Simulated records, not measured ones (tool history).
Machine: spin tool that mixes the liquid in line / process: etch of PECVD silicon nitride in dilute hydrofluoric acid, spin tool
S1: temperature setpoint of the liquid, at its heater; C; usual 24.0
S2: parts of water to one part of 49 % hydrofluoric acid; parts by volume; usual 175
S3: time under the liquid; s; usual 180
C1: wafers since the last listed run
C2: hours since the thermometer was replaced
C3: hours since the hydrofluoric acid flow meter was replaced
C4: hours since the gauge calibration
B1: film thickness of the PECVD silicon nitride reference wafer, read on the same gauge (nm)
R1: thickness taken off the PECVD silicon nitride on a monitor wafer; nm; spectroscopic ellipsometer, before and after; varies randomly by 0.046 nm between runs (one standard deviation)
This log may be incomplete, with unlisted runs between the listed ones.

run	day	S1	S2	S3	C1	C2	C3	C4	B1	R1
1	0.000	24.0	175	180	0	1144.2	116.0	1672.2	40.00	5.75
2	2.812	27.5	140	180	315	1211.7	183.5	1739.7	39.99	9.10
3	6.029	27.5	140	180	360	1288.9	260.7	1816.9	40.01	9.00
4	14.054	27.5	140	180	899	1481.5	453.3	2009.5	40.00	8.94
5	16.954	24.0	175	180	324	1551.1	522.9	2079.1	40.00	5.80
6	20.538	24.0	175	180	401	1637.1	608.9	2165.1	40.03	5.77
7	22.200	24.0	175	110	186	1677.0	648.8	2205.0	40.03	3.56
8	24.975	24.0	175	110	310	1743.6	715.4	2271.6	39.99	3.53
9	28.662	24.0	175	110	413	1832.1	803.9	2360.1	40.00	3.53
10	32.342	24.0	175	180	412	1920.4	892.2	2448.4	40.00	5.74
11	35.433	24.0	175	180	346	1994.6	966.4	2522.6	40.01	5.76
# day 38.658: gauge calibrated
12	39.021	24.0	175	180	401	2080.7	1052.5	8.7	40.03	5.79
13	40.900	24.0	175	180	210	2125.8	1097.6	53.8	39.99	5.75
14	43.475	24.0	175	95	288	2187.6	1159.4	115.6	40.00	3.04
15	47.283	24.0	175	180	426	2279.0	1250.8	207.0	39.99	5.75
16	50.371	24.0	175	180	345	2353.1	1324.9	281.1	40.01	5.83
17	52.279	20.5	175	285	213	2398.9	1370.7	326.9	40.01	7.31
# day 59.258: thermometer replaced
18	59.379	28.5	215	180	790	2.9	1541.1	497.3	39.99	6.23
19	63.708	24.0	175	110	485	106.8	1645.0	601.2	40.01	3.52
20	67.588	26.5	245	70	434	199.9	1738.1	694.3	39.99	1.88
21	71.275	20.5	175	285	413	288.4	1826.6	782.8	40.01	7.32
22	75.296	26.0	175	120	450	384.9	1923.1	879.3	40.00	4.32
23	78.746	20.0	175	180	386	467.7	2005.9	962.1	40.01	4.52
24	82.100	24.0	230	180	375	548.2	2086.4	1042.6	40.01	4.40
# day 83.888: hydrofluoric acid flow meter replaced
25	85.250	21.5	130	230	348	623.8	32.7	1118.2	40.00	8.33
26	96.412	24.0	175	180	1250	891.7	300.6	1386.1	39.99	5.75
27	100.596	20.5	175	180	468	992.1	401.0	1486.5	40.02	4.60
28	104.158	21.5	175	255	399	1077.6	486.5	1572.0	40.00	6.98
29	106.004	24.0	175	180	206	1121.9	530.8	1616.3	39.99	5.80
30	108.788	24.0	175	180	311	1188.7	597.6	1683.1	40.02	5.65
31	110.917	29.0	260	250	238	1239.8	648.7	1734.2	39.99	7.19
32	114.667	22.0	210	100	420	1329.8	738.7	1824.2	40.02	2.36

5 ways to go on from here, each from the tool as it stands after run 32. What would each give?
A	114.688	24.0	175	100	2	1330.3	739.2	1824.7	?	?
B	114.688	24.0	175	75	2	1330.3	739.2	1824.7	?	?
C	114.688	21.0	220	265	2	1330.3	739.2	1824.7	?	?
D	114.688	19.5	225	260	2	1330.3	739.2	1824.7	?	?
E	114.688	19.5	90	125	2	1330.3	739.2	1824.7	?	?

run	B1	R1
A	40.01	3.26
B	40.01	2.45
C	40.01	5.69
D	40.01	4.96
E	40.01	5.81
Without the tool's hidden state the same runs would have given:
run	R1
A	3.26
B	2.45
C	5.69
D	4.96
E	5.81

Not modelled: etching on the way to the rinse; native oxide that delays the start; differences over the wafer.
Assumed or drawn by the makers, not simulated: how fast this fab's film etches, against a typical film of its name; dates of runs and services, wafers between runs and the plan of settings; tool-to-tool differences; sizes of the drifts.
